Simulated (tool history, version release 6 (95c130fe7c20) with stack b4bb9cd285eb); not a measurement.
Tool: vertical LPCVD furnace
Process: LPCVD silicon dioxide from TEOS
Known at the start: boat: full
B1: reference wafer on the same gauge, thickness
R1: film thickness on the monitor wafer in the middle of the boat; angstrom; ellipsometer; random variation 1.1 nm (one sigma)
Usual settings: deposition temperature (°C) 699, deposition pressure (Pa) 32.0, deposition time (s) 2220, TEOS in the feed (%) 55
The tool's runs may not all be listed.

Run 1, day 0.000: usual settings; B1 193.91. Result: R1 2099.2 angstrom.
Run 2, day 2.617: usual settings but TEOS in the feed (%) 57; B1 193.80. Result: R1 2149.4 angstrom.
At day 3.021: gauge calibrated.
Run 3, day 4.821: usual settings but TEOS in the feed (%) 57; B1 193.80. Result: R1 2143.2 angstrom.
Run 4, day 7.583: usual settings; B1 193.81. Result: R1 2102.4 angstrom.
Run 5, day 9.504: usual settings but deposition time (s) 2640, TEOS in the feed (%) 49; B1 193.96. Result: R1 2388.6 angstrom.
Run 6, day 11.567: usual settings; B1 193.71. Result: R1 2114.6 angstrom.
Run 7, day 12.738: usual settings; B1 194.34. Result: R1 2131.7 angstrom.
Run 8, day 15.050: usual settings; B1 194.07. Result: R1 2145.5 angstrom.
Run 9, day 17.992: usual settings; B1 194.11. Result: R1 2146.1 angstrom.
At day 21.888: TEOS flow controller replaced.
Run 10, day 21.908: usual settings; B1 193.72. Result: R1 2152.0 angstrom.
Run 11, day 22.850: usual settings but deposition temperature (°C) 694; B1 194.09. Result: R1 1910.3 angstrom.
Run 12, day 25.183: usual settings but deposition temperature (°C) 694; B1 194.10. Result: R1 1934.1 angstrom.
Run 13, day 26.912: usual settings; B1 193.86. Result: R1 2188.7 angstrom.
Run 14, day 29.612: usual settings but deposition pressure (Pa) 29.3; B1 194.12. Result: R1 2098.1 angstrom.
Run 15, day 31.671: usual settings but deposition time (s) 2640, TEOS in the feed (%) 49; B1 193.99. Result: R1 2443.5 angstrom.
At day 33.746: pressure gauge zeroed.
Run 16, day 33.767: usual settings but deposition temperature (°C) 710, deposition pressure (Pa) 37.3, TEOS in the feed (%) 59; B1 193.78. Result: R1 3141.2 angstrom.
At day 35.179: gauge calibrated.
At day 35.508: thermocouples replaced and temperature profile calibrated.
Run 17, day 36.046: usual settings; B1 193.99. Result: R1 2073.6 angstrom.
Run 18, day 38.062: usual settings but deposition pressure (Pa) 29.3, deposition time (s) 1470, TEOS in the feed (%) 63; B1 193.91. Result: R1 1412.6 angstrom.
Run 19, day 40.221: usual settings but deposition temperature (°C) 694; B1 194.12. Result: R1 1847.3 angstrom.
Run 20, day 43.175: usual settings but TEOS in the feed (%) 59; B1 194.20. Result: R1 2173.5 angstrom.
Run 21, day 45.633: usual settings; B1 193.98. Result: R1 2074.9 angstrom.
Run 22, day 48.600: usual settings but deposition temperature (°C) 696; B1 193.64. Result: R1 1930.1 angstrom.
Run 23, day 51.238: usual settings but deposition pressure (Pa) 28.7, TEOS in the feed (%) 47; B1 193.91. Result: R1 1843.0 angstrom.
Run 24, day 53.642: usual settings but deposition temperature (°C) 704, deposition pressure (Pa) 26.7, deposition time (s) 1920, TEOS in the feed (%) 58; B1 194.22. Result: R1 1906.3 angstrom.

Forecast each of these 3 alternatives for the next run:
Run A, day 53.825: usual settings; B1 ?. Result: R1 ?.
Run B, day 53.825: usual settings but deposition temperature (°C) 703, deposition time (s) 1440, TEOS in the feed (%) 61; B1 ?. Result: R1 ?.
Run C, day 53.825: usual settings but deposition temperature (°C) 703, deposition pressure (Pa) 24.0, deposition time (s) 2820, TEOS in the feed (%) 59; B1 ?. Result: R1 ?.

run      B1      R1
  A  193.98  2098.7
  B  193.98  1573.0
  C  193.98  2623.6
Without the tool's hidden state the same runs would have given:
run      R1
  A  2075.8
  B  1555.9
  C  2595.2

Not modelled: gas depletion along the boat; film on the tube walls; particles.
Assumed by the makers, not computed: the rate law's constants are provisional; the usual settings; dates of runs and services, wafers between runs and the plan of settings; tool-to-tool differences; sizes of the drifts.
